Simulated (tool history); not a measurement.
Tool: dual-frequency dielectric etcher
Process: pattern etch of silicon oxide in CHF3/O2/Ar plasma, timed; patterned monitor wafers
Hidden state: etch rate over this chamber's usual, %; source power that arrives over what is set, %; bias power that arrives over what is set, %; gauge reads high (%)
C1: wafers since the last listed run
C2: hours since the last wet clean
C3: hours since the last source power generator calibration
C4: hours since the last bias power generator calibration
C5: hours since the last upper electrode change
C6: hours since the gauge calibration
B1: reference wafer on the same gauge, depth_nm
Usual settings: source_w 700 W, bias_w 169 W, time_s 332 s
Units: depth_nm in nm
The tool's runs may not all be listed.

{"run": 1, "hour": 0.0, "source_w": 700, "bias_w": 200, "time_s": 308.5, "C1": 0, "C2": 0.9, "C3": 3763.1, "C4": 6.4, "C5": 24.9, "C6": 1.9, "B1": 799, "depth_nm": 703.6}
{"run": 2, "hour": 0.4, "source_w": 700, "bias_w": 200, "time_s": 308.5, "C1": 1, "C2": 1.3, "C3": 3763.5, "C4": 6.8, "C5": 25.3, "C6": 2.3, "B1": 799.3, "depth_nm": 704.6}
{"run": 3, "hour": 0.8, "source_w": 700, "bias_w": 200, "time_s": 308.5, "C1": 1, "C2": 1.7, "C3": 3763.9, "C4": 7.2, "C5": 25.7, "C6": 2.7, "B1": 798.9, "depth_nm": 703.5}
{"run": 4, "hour": 6.3, "source_w": 820, "bias_w": 169, "time_s": 332, "C1": 21, "C2": 7.2, "C3": 3769.4, "C4": 12.7, "C5": 31.2, "C6": 8.2, "B1": 798.7, "depth_nm": 749.8}
{"run": 5, "hour": 21.7, "source_w": 820, "bias_w": 169, "time_s": 332, "C1": 59, "C2": 22.6, "C3": 3784.8, "C4": 28.1, "C5": 46.6, "C6": 23.6, "B1": 799.2, "depth_nm": 751.7}
{"run": 6, "hour": 28.2, "source_w": 700, "bias_w": 169, "time_s": 332, "C1": 25, "C2": 29.1, "C3": 3791.3, "C4": 34.6, "C5": 53.1, "C6": 30.1, "B1": 799.3, "depth_nm": 712.7}
{"run": 7, "hour": 39.3, "source_w": 700, "bias_w": 169, "time_s": 332, "C1": 43, "C2": 40.2, "C3": 3802.4, "C4": 45.7, "C5": 64.2, "C6": 41.2, "B1": 798.9, "depth_nm": 712}
{"run": 8, "hour": 54.5, "source_w": 700, "bias_w": 169, "time_s": 332, "C1": 58, "C2": 55.4, "C3": 3817.6, "C4": 60.9, "C5": 79.4, "C6": 56.4, "B1": 799.2, "depth_nm": 710.9}
{"hour": 74.4, "done": "source power generator calibrated"}
{"run": 9, "hour": 74.9, "source_w": 520, "bias_w": 208, "time_s": 332, "C1": 63, "C2": 75.8, "C3": 0.5, "C4": 81.3, "C5": 99.8, "C6": 76.8, "B1": 799.1, "depth_nm": 700.9}
{"run": 10, "hour": 78.0, "source_w": 700, "bias_w": 169, "time_s": 332, "C1": 12, "C2": 78.9, "C3": 3.6, "C4": 84.4, "C5": 102.9, "C6": 79.9, "B1": 798.9, "depth_nm": 712}
{"run": 11, "hour": 92.0, "source_w": 700, "bias_w": 209, "time_s": 431.5, "C1": 54, "C2": 92.9, "C3": 17.6, "C4": 98.4, "C5": 116.9, "C6": 93.9, "B1": 799.1, "depth_nm": 997.8}
{"run": 12, "hour": 108.0, "source_w": 870, "bias_w": 155, "time_s": 357.5, "C1": 62, "C2": 108.9, "C3": 33.6, "C4": 114.4, "C5": 132.9, "C6": 109.9, "B1": 799.2, "depth_nm": 798.1}
{"run": 13, "hour": 123.6, "source_w": 700, "bias_w": 169, "time_s": 303, "C1": 60, "C2": 124.5, "C3": 49.2, "C4": 130, "C5": 148.5, "C6": 125.5, "B1": 799.3, "depth_nm": 648.6}
{"run": 14, "hour": 134.8, "source_w": 700, "bias_w": 169, "time_s": 332, "C1": 43, "C2": 135.7, "C3": 60.4, "C4": 141.2, "C5": 159.7, "C6": 136.7, "B1": 798.9, "depth_nm": 711.6}
{"run": 15, "hour": 144.6, "source_w": 700, "bias_w": 147, "time_s": 379, "C1": 38, "C2": 145.5, "C3": 70.2, "C4": 151, "C5": 169.5, "C6": 146.5, "B1": 798.9, "depth_nm": 772}
{"run": 16, "hour": 160.4, "source_w": 700, "bias_w": 169, "time_s": 332, "C1": 61, "C2": 161.3, "C3": 86, "C4": 166.8, "C5": 185.3, "C6": 162.3, "B1": 798.8, "depth_nm": 711.9}
{"run": 17, "hour": 172.8, "source_w": 550, "bias_w": 197, "time_s": 416, "C1": 48, "C2": 173.7, "C3": 98.4, "C4": 179.2, "C5": 197.7, "C6": 174.7, "B1": 799, "depth_nm": 870.7}
{"run": 18, "hour": 187.7, "source_w": 820, "bias_w": 154, "time_s": 298, "C1": 57, "C2": 188.6, "C3": 113.3, "C4": 194.1, "C5": 212.6, "C6": 189.6, "B1": 798.7, "depth_nm": 649.3}
{"run": 19, "hour": 196.0, "source_w": 700, "bias_w": 193, "time_s": 332, "C1": 32, "C2": 196.9, "C3": 121.6, "C4": 202.4, "C5": 220.9, "C6": 197.9, "B1": 799.4, "depth_nm": 743.2}
{"run": 20, "hour": 246.6, "source_w": 700, "bias_w": 169, "time_s": 332, "C1": 196, "C2": 247.5, "C3": 172.2, "C4": 253, "C5": 271.5, "C6": 248.5, "B1": 798.8, "depth_nm": 708.9}
{"run": 21, "hour": 254.9, "source_w": 700, "bias_w": 169, "time_s": 332, "C1": 32, "C2": 255.8, "C3": 180.5, "C4": 261.3, "C5": 279.8, "C6": 256.8, "B1": 798.9, "depth_nm": 709.7}

Run 22 comes next. What will it give?
{"run": 22, "hour": 271.6, "source_w": 700, "bias_w": 169, "time_s": 332, "C1": 64, "C2": 272.5, "C3": 197.2, "C4": 278, "C5": 296.5, "C6": 273.5, "B1": "?", "depth_nm": "?"}

{"run 22": {"B1": 798.8, "depth_nm": 707.6}}
Without the tool's hidden state the same run would have given depth_nm 713.2 nm.
